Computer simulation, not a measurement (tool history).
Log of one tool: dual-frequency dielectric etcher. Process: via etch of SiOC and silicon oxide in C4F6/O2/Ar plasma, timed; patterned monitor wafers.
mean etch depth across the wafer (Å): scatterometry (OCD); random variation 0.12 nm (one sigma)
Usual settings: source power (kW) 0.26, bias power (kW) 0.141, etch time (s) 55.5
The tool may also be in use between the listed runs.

run     day  source power (kW)  bias power (kW)  etch time (s)  wafers since the last listed run  hours since the last wet clean  hours since the last source power generator calibration  hours since the last bias power generator calibration  hours since the last upper electrode change  hours since the gauge calibration  read-back reference wafer on the same gauge, depth_nm  mean etch depth across the wafer (Å)
  1       0               0.26            0.141           55.5                                 0                           284.8                                                   3706.3                                                  115.8                                       3494.2                             1315.3                                                  42.02                                   485
  2   4.171               0.26            0.141           55.5                              1558                           384.9                                                   3806.4                                                  215.9                                       3594.3                             1415.4                                                  42.03                                 482.7
  3   7.558               0.26            0.153           55.5                              1265                           466.2                                                   3887.7                                                  297.2                                       3675.6                             1496.7                                                     42                                 499.9
     11.292  -- wet clean of the chamber
  4  11.704               0.27            0.141           55.5                              1175                             9.9                                                   3987.2                                                  396.7                                       3775.1                             1596.2                                                  42.01                                 491.9
  5  13.971               0.27            0.141           55.5                               846                            64.3                                                   4041.6                                                  451.1                                       3829.5                             1650.6                                                  41.99                                 494.7
  6  16.208               0.26            0.141           49.5                               835                             118                                                   4095.3                                                  504.8                                       3883.2                             1704.3                                                  41.99                                 433.4
  7  26.942               0.26            0.141           55.5                              4009                           375.6                                                   4352.9                                                  762.4                                       4140.8                             1961.9                                                  42.03                                 485.7
  8  31.233               0.26            0.141           55.5                              1603                           478.6                                                   4455.9                                                  865.4                                       4243.8                             2064.9                                                  41.99                                 483.7
  9  33.954               0.26            0.141           55.5                              1016                           543.9                                                   4521.2                                                  930.7                                       4309.1                             2130.2                                                  41.96                                 483.1
     36.321  -- wet clean of the chamber
 10  37.592               0.26            0.141           55.5                               985                            30.5                                                   4608.5                                                   1018                                       4396.4                             2217.5                                                     42                                 480.4
     39.833  -- gauge calibrated
 11  40.508               0.26            0.141           55.5                              1089                           100.5                                                   4678.5                                                   1088                                       4466.4                               16.2                                                     42                                 483.4
     46.821  -- upper electrode replaced
 12  46.842               0.26            0.141           55.5                              1992                           252.5                                                   4830.5                                                   1240                                          0.5                              168.2                                                  41.97                                 483.6
 13  49.496               0.26            0.141           55.5                               991                           316.2                                                   4894.2                                                 1303.7                                         64.2                              231.9                                                  41.99                                 483.1
 14  51.538               0.26            0.141           55.5                               762                           365.2                                                   4943.2                                                 1352.7                                        113.2                              280.9                                                  42.02                                 481.8
 15  53.712               0.28            0.141           55.5                               812                           417.4                                                   4995.4                                                 1404.9                                        165.4                              333.1                                                  41.99                                 498.6
 16  55.221                0.2            0.141           55.5                               563                           453.6                                                   5031.6                                                 1441.1                                        201.6                              369.3                                                  42.03                                 425.9
 17   58.45               0.31            0.109           55.5                              1206                           531.1                                                   5109.1                                                 1518.6                                        279.1                              446.8                                                  42.02                                 476.3
     59.738  -- wet clean of the chamber
     60.717  -- source power generator calibrated
 18  61.829               0.26            0.141             43                               826                            50.2                                                     26.7                                                 1599.7                                        360.2                              527.9                                                  42.01                                 370.9
 19  66.008               0.31            0.141           55.5                              1561                           150.5                                                      127                                                   1700                                        460.5                              628.2                                                     42                                   516
 20  70.288               0.32            0.121           55.5                              1598                           253.2                                                    229.7                                                 1802.7                                        563.2                              730.9                                                  41.99                                 497.9
 21  73.121               0.26            0.141           55.5                              1058                           321.2                                                    297.7                                                 1870.7                                        631.2                              798.9                                                  41.99                                 477.4
     73.479  -- bias power generator calibrated
 22  75.317                0.2             0.16             42                               758                           373.9                                                    350.4                                                   44.1                                        683.9                              851.6                                                     42                                 341.2
 23  79.642               0.23            0.141           55.5                              1615                           477.7                                                    454.2                                                  147.9                                        787.7                              955.4                                                  41.99                                 460.6
 24  82.192               0.28            0.111             62                               952                           538.9                                                    515.4                                                  209.1                                        848.9                             1016.6                                                  41.99                                 515.9
     84.988  -- wet clean of the chamber
 25  85.008               0.26            0.141           55.5                               678                             0.5                                                      583                                                  276.7                                        916.5                             1084.2                                                     42                                 483.6
 26  88.012               0.26            0.141           55.5                              1122                            72.6                                                    655.1                                                  348.8                                        988.6                             1156.3                                                     42                                 483.7
 27  91.267               0.26            0.111           55.5                              1215                           150.7                                                    733.2                                                  426.9                                       1066.7                             1234.4                                                  41.99                                 448.6
 28  94.612               0.26            0.141             50                              1249                             231                                                    813.5                                                  507.2                                         1147                             1314.7                                                     42                                 436.3
 29  97.996               0.26            0.141           55.5                              1263                           312.2                                                    894.7                                                  588.4                                       1228.2                             1395.9                                                  41.99                                 486.7

Forecast each of these 4 alternatives for the next run:
  A  98.012               0.26            0.141           55.5                                 6                           312.6                                                    895.1                                                  588.8                                       1228.6                             1396.3                                                      ?                                     ?
  B  98.012               0.31            0.128           39.5                                 6                           312.6                                                    895.1                                                  588.8                                       1228.6                             1396.3                                                      ?                                     ?
  C  98.012               0.24            0.158           48.5                                 6                           312.6                                                    895.1                                                  588.8                                       1228.6                             1396.3                                                      ?                                     ?
  D  98.012               0.26            0.165           55.5                                 6                           312.6                                                    895.1                                                  588.8                                       1228.6                             1396.3                                                      ?                                     ?

run  read-back reference wafer on the same gauge, depth_nm  mean etch depth across the wafer (Å)
  A                                                     42                                   483
  B                                                     42                                 359.9
  C                                                     42                                 423.1
  D                                                     42                                 508.9
Without the tool's hidden state the same runs would have given:
run  mean etch depth across the wafer (Å)
  A                                 483.8
  B                                 360.5
  C                                 423.9
  D                                 509.9
